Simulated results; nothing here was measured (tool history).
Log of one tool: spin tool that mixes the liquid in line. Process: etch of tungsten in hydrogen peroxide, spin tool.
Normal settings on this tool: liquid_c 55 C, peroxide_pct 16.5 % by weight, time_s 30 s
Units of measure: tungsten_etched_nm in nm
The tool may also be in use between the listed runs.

run	hour	liquid_c	peroxide_pct	time_s	read-back film thickness of the tungsten reference wafer, read on the same gauge (nm)	tungsten_etched_nm
1	0	57.5	16.5	40	140	111.59
# hour 4.8: gauge calibrated
2	14.7	57.5	16.5	40	139.98	111.88
3	24.4	57.5	16.5	40	139.96	111.22
4	38	55	16.5	30	140.02	70.77
5	55.8	55	16.5	30	140.01	71.52
6	72.7	55	16.5	30	140.01	70.6
7	87.5	55	16.5	30	139.99	70.58
# hour 96.5: heated supply line repaired
8	97	55	16.5	30	140.01	88.55
# hour 98.7: new drum of peroxide connected
9	107.8	46	16.5	50	140	84.96

What does the tool deliver on the next run?
10	114.7	50.5	13	15	?	?

read-back film thickness of the tungsten reference wafer, read on the same gauge (nm): 140.01
tungsten_etched_nm: 29.93 nm
The same run, on a tool lacking any hidden state, would have yielded tungsten_etched_nm 30.07 nm.
